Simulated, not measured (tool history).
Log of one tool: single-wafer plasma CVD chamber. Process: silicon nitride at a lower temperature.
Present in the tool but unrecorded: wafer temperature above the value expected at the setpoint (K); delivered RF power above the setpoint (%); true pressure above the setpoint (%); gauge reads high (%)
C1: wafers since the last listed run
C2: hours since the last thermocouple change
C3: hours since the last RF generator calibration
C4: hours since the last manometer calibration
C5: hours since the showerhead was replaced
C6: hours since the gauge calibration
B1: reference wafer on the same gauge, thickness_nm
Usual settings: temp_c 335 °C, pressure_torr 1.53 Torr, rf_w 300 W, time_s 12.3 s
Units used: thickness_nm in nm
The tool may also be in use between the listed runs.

run 1 hour=0 | temp_c=335 pressure_torr=1.53 rf_w=280 time_s=12.3 | C1=0 C2=421.2 C3=797.8 C4=1928.2 C5=6468.2 C6=302.7 | B1=11.19 | thickness_nm=12.964
run 2 hour=103.6 | temp_c=335 pressure_torr=1.53 rf_w=280 time_s=12.3 | C1=3048 C2=524.8 C3=901.4 C4=2031.8 C5=6571.8 C6=406.3 | B1=11.202 | thickness_nm=12.746
run 3 hour=148.8 | temp_c=335 pressure_torr=1.53 rf_w=280 time_s=12.3 | C1=1330 C2=570 C3=946.6 C4=2077 C5=6617 C6=451.5 | B1=11.208 | thickness_nm=12.916
run 4 hour=228.8 | temp_c=335 pressure_torr=1.53 rf_w=300 time_s=10.8 | C1=2354 C2=650 C3=1026.6 C4=2157 C5=6697 C6=531.5 | B1=11.195 | thickness_nm=11.749
run 5 hour=382.5 | temp_c=335 pressure_torr=1.53 rf_w=330 time_s=12.3 | C1=4523 C2=803.7 C3=1180.3 C4=2310.7 C5=6850.7 C6=685.2 | B1=11.201 | thickness_nm=14.175
run 6 hour=481.5 | temp_c=335 pressure_torr=1.53 rf_w=330 time_s=12.3 | C1=2913 C2=902.7 C3=1279.3 C4=2409.7 C5=6949.7 C6=784.2 | B1=11.199 | thickness_nm=14.17
-- hour=581.2 thermocouple changed; heater temperature recalibrated
-- hour=615.4 RF generator calibrated
-- hour=647.8 gauge calibrated
run 7 hour=692 | temp_c=335 pressure_torr=1.53 rf_w=330 time_s=12.3 | C1=5723 C2=110.8 C3=76.6 C4=2620.2 C5=7160.2 C6=44.2 | B1=11.197 | thickness_nm=14.319
run 8 hour=795.2 | temp_c=324 pressure_torr=1.53 rf_w=300 time_s=12.3 | C1=3037 C2=214 C3=179.8 C4=2723.4 C5=7263.4 C6=147.4 | B1=11.216 | thickness_nm=13.315
run 9 hour=889.7 | temp_c=335 pressure_torr=1.53 rf_w=300 time_s=12.3 | C1=2781 C2=308.5 C3=274.3 C4=2817.9 C5=7357.9 C6=241.9 | B1=11.194 | thickness_nm=13.27
run 10 hour=964.5 | temp_c=335 pressure_torr=1.53 rf_w=300 time_s=12.3 | C1=2201 C2=383.3 C3=349.1 C4=2892.7 C5=7432.7 C6=316.7 | B1=11.196 | thickness_nm=13.407
run 11 hour=1022.2 | temp_c=335 pressure_torr=1.53 rf_w=300 time_s=12.3 | C1=1698 C2=441 C3=406.8 C4=2950.4 C5=7490.4 C6=374.4 | B1=11.204 | thickness_nm=13.433
-- hour=1073.3 capacitance manometer re-zeroed and calibrated
run 12 hour=1104.2 | temp_c=335 pressure_torr=1.53 rf_w=300 time_s=11.4 | C1=2177 C2=523 C3=488.8 C4=30.9 C5=7572.4 C6=456.4 | B1=11.197 | thickness_nm=12.44
run 13 hour=1164.1 | temp_c=331 pressure_torr=1.25 rf_w=270 time_s=13.2 | C1=1762 C2=582.9 C3=548.7 C4=90.8 C5=7632.3 C6=516.3 | B1=11.208 | thickness_nm=12.938
run 14 hour=1224.3 | temp_c=335 pressure_torr=1.15 rf_w=300 time_s=10.4 | C1=1771 C2=643.1 C3=608.9 C4=151 C5=7692.5 C6=576.5 | B1=11.195 | thickness_nm=10.678
run 15 hour=1268.4 | temp_c=324 pressure_torr=1.53 rf_w=300 time_s=13.1 | C1=1297 C2=687.2 C3=653 C4=195.1 C5=7736.6 C6=620.6 | B1=11.201 | thickness_nm=14.336
run 16 hour=1337 | temp_c=335 pressure_torr=1.53 rf_w=300 time_s=12.3 | C1=2018 C2=755.8 C3=721.6 C4=263.7 C5=7805.2 C6=689.2 | B1=11.203 | thickness_nm=13.362
run 17 hour=1385.3 | temp_c=348 pressure_torr=1.53 rf_w=300 time_s=12.3 | C1=1421 C2=804.1 C3=769.9 C4=312 C5=7853.5 C6=737.5 | B1=11.203 | thickness_nm=13.315
-- hour=1416.2 thermocouple changed; heater temperature recalibrated
run 18 hour=1471 | temp_c=347 pressure_torr=1.53 rf_w=300 time_s=10 | C1=2286 C2=54.8 C3=855.6 C4=397.7 C5=7939.2 C6=823.2 | B1=11.203 | thickness_nm=10.842
-- hour=1504.6 showerhead replaced
run 19 hour=1515.1 | temp_c=335 pressure_torr=1.53 rf_w=255 time_s=12.3 | C1=1062 C2=98.9 C3=899.7 C4=441.8 C5=10.5 C6=867.3 | B1=11.199 | thickness_nm=12.17
run 20 hour=1593.9 | temp_c=335 pressure_torr=1.53 rf_w=300 time_s=13.2 | C1=2318 C2=177.7 C3=978.5 C4=520.6 C5=89.3 C6=946.1 | B1=11.189 | thickness_nm=14.494
run 21 hour=1667.2 | temp_c=335 pressure_torr=1.53 rf_w=300 time_s=12.3 | C1=2157 C2=251 C3=1051.8 C4=593.9 C5=162.6 C6=1019.4 | B1=11.2 | thickness_nm=13.337
-- hour=1671.7 gauge calibrated
run 22 hour=1728.5 | temp_c=326 pressure_torr=1.53 rf_w=325 time_s=11.3 | C1=1803 C2=312.3 C3=1113.1 C4=655.2 C5=223.9 C6=56.8 | B1=11.193 | thickness_nm=12.86
run 23 hour=1807.8 | temp_c=325 pressure_torr=1.36 rf_w=300 time_s=13.1 | C1=2333 C2=391.6 C3=1192.4 C4=734.5 C5=303.2 C6=136.1 | B1=11.2 | thickness_nm=13.978
run 24 hour=1885.1 | temp_c=335 pressure_torr=1.53 rf_w=300 time_s=10.7 | C1=2274 C2=468.9 C3=1269.7 C4=811.8 C5=380.5 C6=213.4 | B1=11.205 | thickness_nm=11.681
run 25 hour=1980.1 | temp_c=335 pressure_torr=1.53 rf_w=300 time_s=12.3 | C1=2795 C2=563.9 C3=1364.7 C4=906.8 C5=475.5 C6=308.4 | B1=11.198 | thickness_nm=13.378

3 ways to go on from here, each from the tool as it stands after run 25. What would each give?
run A hour=1980.5 | temp_c=335 pressure_torr=1.53 rf_w=300 time_s=12.3 | C1=11 C2=564.3 C3=1365.1 C4=907.2 C5=475.9 C6=308.8 | B1=? | thickness_nm=?
run B hour=1980.5 | temp_c=343 pressure_torr=1.87 rf_w=275 time_s=12.3 | C1=11 C2=564.3 C3=1365.1 C4=907.2 C5=475.9 C6=308.8 | B1=? | thickness_nm=?
run C hour=1980.5 | temp_c=339 pressure_torr=1.53 rf_w=300 time_s=13.1 | C1=11 C2=564.3 C3=1365.1 C4=907.2 C5=475.9 C6=308.8 | B1=? | thickness_nm=?

run=A B1=11.216 thickness_nm=13.34
run=B B1=11.216 thickness_nm=13.21
run=C B1=11.216 thickness_nm=14.188
With the hidden condition removed and each run's random variation left untouched, the same runs would have given:
run=A thickness_nm=13.34
run=B thickness_nm=13.21
run=C thickness_nm=14.188
